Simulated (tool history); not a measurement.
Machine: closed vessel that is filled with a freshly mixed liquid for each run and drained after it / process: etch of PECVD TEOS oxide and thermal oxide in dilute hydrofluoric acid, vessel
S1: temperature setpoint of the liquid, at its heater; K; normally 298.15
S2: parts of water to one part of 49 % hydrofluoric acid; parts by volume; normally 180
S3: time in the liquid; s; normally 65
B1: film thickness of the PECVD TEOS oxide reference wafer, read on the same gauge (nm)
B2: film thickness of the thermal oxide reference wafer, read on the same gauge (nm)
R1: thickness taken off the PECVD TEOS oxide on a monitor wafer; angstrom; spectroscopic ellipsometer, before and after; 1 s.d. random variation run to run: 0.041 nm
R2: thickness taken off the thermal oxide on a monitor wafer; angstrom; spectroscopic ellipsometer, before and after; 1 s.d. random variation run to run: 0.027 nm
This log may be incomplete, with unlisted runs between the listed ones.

| run | hour | S1 | S2 | S3 | B1 | B2 | R1 | R2 |
|---|---|---|---|---|---|---|---|---|
| 1 | 0 | 298.15 | 180 | 65 | 50.04 | 119.962 | 70.3 | 18.91 |
| 2 | 20.9 | 298.15 | 180 | 65 | 49.97 | 120.014 | 70.2 | 19.04 |
| 3 | 43.6 | 298.15 | 180 | 65 | 50 | 120.006 | 70.1 | 19.01 |
| 4 | 76.2 | 298.15 | 180 | 65 | 49.97 | 120 | 70.6 | 19.51 |
| 5 | 102 | 298.15 | 180 | 65 | 50 | 119.976 | 70.8 | 19.18 |
| 6 | 120.6 | 298.15 | 180 | 40 | 50.04 | 120.02 | 43.6 | 11.83 |
| 7 | 141.9 | 298.15 | 180 | 40 | 50.03 | 119.982 | 43.8 | 12.26 |
| 8 | 170.5 | 298.15 | 180 | 65 | 49.98 | 119.995 | 71.6 | 19.14 |
| 9 | 187.1 | 301.65 | 150 | 35 | 49.96 | 120.004 | 53.6 | 15.03 |
| 10 | 208.3 | 298.15 | 140 | 40 | 50.01 | 120.031 | 59.7 | 15.87 |
| 11 | 231.4 | 295.65 | 245 | 35 | 50 | 119.995 | 24.1 | 6.66 |
|  | 236 | gauge calibrated |
| 12 | 255.4 | 298.15 | 115 | 65 | 50.02 | 119.975 | 120 | 32.77 |
| 13 | 280.7 | 298.15 | 180 | 65 | 49.98 | 120.034 | 71.9 | 19.47 |
|  | 300.4 | hydrofluoric acid flow meter replaced |
|  | 324.2 | thermometer replaced |
| 14 | 350.6 | 298.15 | 265 | 65 | 49.96 | 119.985 | 41 | 11.4 |
| 15 | 378.5 | 298.15 | 105 | 65 | 49.98 | 120.015 | 124.7 | 34.17 |
| 16 | 414 | 298.15 | 180 | 65 | 49.97 | 120.003 | 65.9 | 18.23 |
| 17 | 433.5 | 302.15 | 180 | 65 | 50.07 | 119.981 | 77.2 | 20.99 |
| 18 | 453.1 | 298.15 | 220 | 90 | 49.96 | 120.003 | 72.2 | 19.67 |
| 19 | 474.9 | 300.65 | 180 | 85 | 49.97 | 119.947 | 96.2 | 26.62 |
| 20 | 494.3 | 298.15 | 180 | 65 | 50.03 | 119.974 | 67.6 | 18.38 |
| 21 | 527.7 | 301.65 | 180 | 90 | 50 | 120.028 | 106 | 29.16 |
| 22 | 556.5 | 298.15 | 140 | 40 | 50 | 119.982 | 56.1 | 15.09 |
| 23 | 584.1 | 302.65 | 180 | 65 | 49.94 | 119.94 | 79.3 | 21.77 |
| 24 | 618.1 | 298.15 | 180 | 65 | 49.96 | 119.983 | 67.3 | 18.15 |
| 25 | 645.9 | 294.65 | 225 | 90 | 50.03 | 120.027 | 62.7 | 16.84 |

Forecast each of these 5 alternatives for the next run:
| A | 646.6 | 298.15 | 180 | 65 | ? | ? | ? | ? |
| B | 646.6 | 298.15 | 180 | 50 | ? | ? | ? | ? |
| C | 646.6 | 302.15 | 210 | 80 | ? | ? | ? | ? |
| D | 646.6 | 298.15 | 140 | 75 | ? | ? | ? | ? |
| E | 646.6 | 298.15 | 180 | 55 | ? | ? | ? | ? |

| run | B1 | B2 | R1 | R2 |
|---|---|---|---|---|
| A | 50 | 120.012 | 67.3 | 18.97 |
| B | 50 | 120.012 | 51.8 | 14.59 |
| C | 50 | 120.012 | 79.3 | 22.34 |
| D | 50 | 120.012 | 104.4 | 29.44 |
| E | 50 | 120.012 | 56.9 | 16.05 |
With the hidden condition removed and each run's random variation left untouched, the same runs would have given:
| run | R1 | R2 |
|---|---|---|
| A | 64.9 | 18.29 |
| B | 49.9 | 14.07 |
| C | 76.3 | 21.51 |
| D | 100.8 | 28.41 |
| E | 54.9 | 15.47 |
